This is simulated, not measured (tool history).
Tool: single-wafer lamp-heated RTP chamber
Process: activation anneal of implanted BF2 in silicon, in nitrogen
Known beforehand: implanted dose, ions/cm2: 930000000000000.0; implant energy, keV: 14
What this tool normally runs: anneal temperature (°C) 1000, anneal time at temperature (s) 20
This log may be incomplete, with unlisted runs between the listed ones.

run   hour  anneal temperature (°C)  anneal time at temperature (s)  wafers since the last listed run  wafers since the last pyrometer calibration  wafers since the reflector plate was cleaned  hours since the gauge calibration  read-back reference wafer on the same gauge, sheet resistance  sheet resistance of the implanted and annealed layer (ohm/square)
  1    0.0                     1000                              20                                 0                                         1388                                           874                              102.8                                                         210.95                                                             219.27
  2   24.1                     1000                              20                               379                                         1767                                          1253                              126.9                                                         210.93                                                             218.02
  3   58.7                     1020                              20                               544                                         2312                                          1798                              161.5                                                         211.09                                                             189.48
     120.6  -- reflector plate cleaned
  4  130.2                     1000                              20                               999                                         3311                                           150                              233.0                                                         211.03                                                             216.52
  5  170.3                     1000                              20                               631                                         3942                                           781                              273.1                                                         211.03                                                             216.56
     188.4  -- pyrometer window cleaned and pyrometer calibrated
  6  203.9                      983                              20                               402                                          243                                          1184                              306.7                                                         210.93                                                             251.37
  7  261.7                      983                              20                               909                                         1153                                          2094                              364.5                                                         211.07                                                             247.04
     295.1  -- reflector plate cleaned
  8  316.0                      983                              20                               728                                         1882                                           329                              418.8                                                         210.97                                                             246.92
  9  386.8                      979                              27                              1114                                         2996                                          1443                              489.6                                                         211.11                                                             242.05
 10  412.4                     1020                              20                               402                                         3399                                          1846                              515.2                                                         211.00                                                             188.22
     432.8  -- pyrometer window cleaned and pyrometer calibrated
 11  448.4                     1000                              20                               440                                          245                                          2287                              551.2                                                         211.12                                                             219.18
     460.2  -- gauge calibrated
     481.3  -- reflector plate cleaned
 12  505.2                      992                              26                               768                                         1014                                           376                               45.0                                                         210.99                                                             224.54
 13  569.0                     1000                              24                              1004                                         2018                                          1380                              108.8                                                         210.91                                                             210.01
 14  612.3                      977                              30                               681                                         2699                                          2062                              152.1                                                         211.01                                                             241.88
 15  649.5                     1010                              28                               585                                         3285                                          2647                              189.3                                                         211.07                                                             186.97
     676.9  -- pyrometer window cleaned and pyrometer calibrated
 16  686.0                     1000                              20                               448                                          142                                          3096                              225.8                                                         211.05                                                             218.08

Each row is a separate what-if for the run after 16, all from the same tool condition, not one after another. Results?
  A  686.4                      978                              20                                 6                                          148                                          3102                              226.2                                                              ?                                                                  ?
  B  686.4                      973                               9                                 6                                          148                                          3102                              226.2                                                              ?                                                                  ?
  C  686.4                     1000                              16                                 6                                          148                                          3102                              226.2                                                              ?                                                                  ?
  D  686.4                     1000                              25                                 6                                          148                                          3102                              226.2                                                              ?                                                                  ?

run  read-back reference wafer on the same gauge, sheet resistance  sheet resistance of the implanted and annealed layer (ohm/square)
  A                                                         211.07                                                             258.65
  B                                                         211.07                                                             298.07
  C                                                         211.07                                                             226.29
  D                                                         211.07                                                             208.59
Without the tool's hidden state the same runs would have given:
run  sheet resistance of the implanted and annealed layer (ohm/square)
  A                                                             266.57
  B                                                             306.19
  C                                                             232.44
  D                                                             214.84
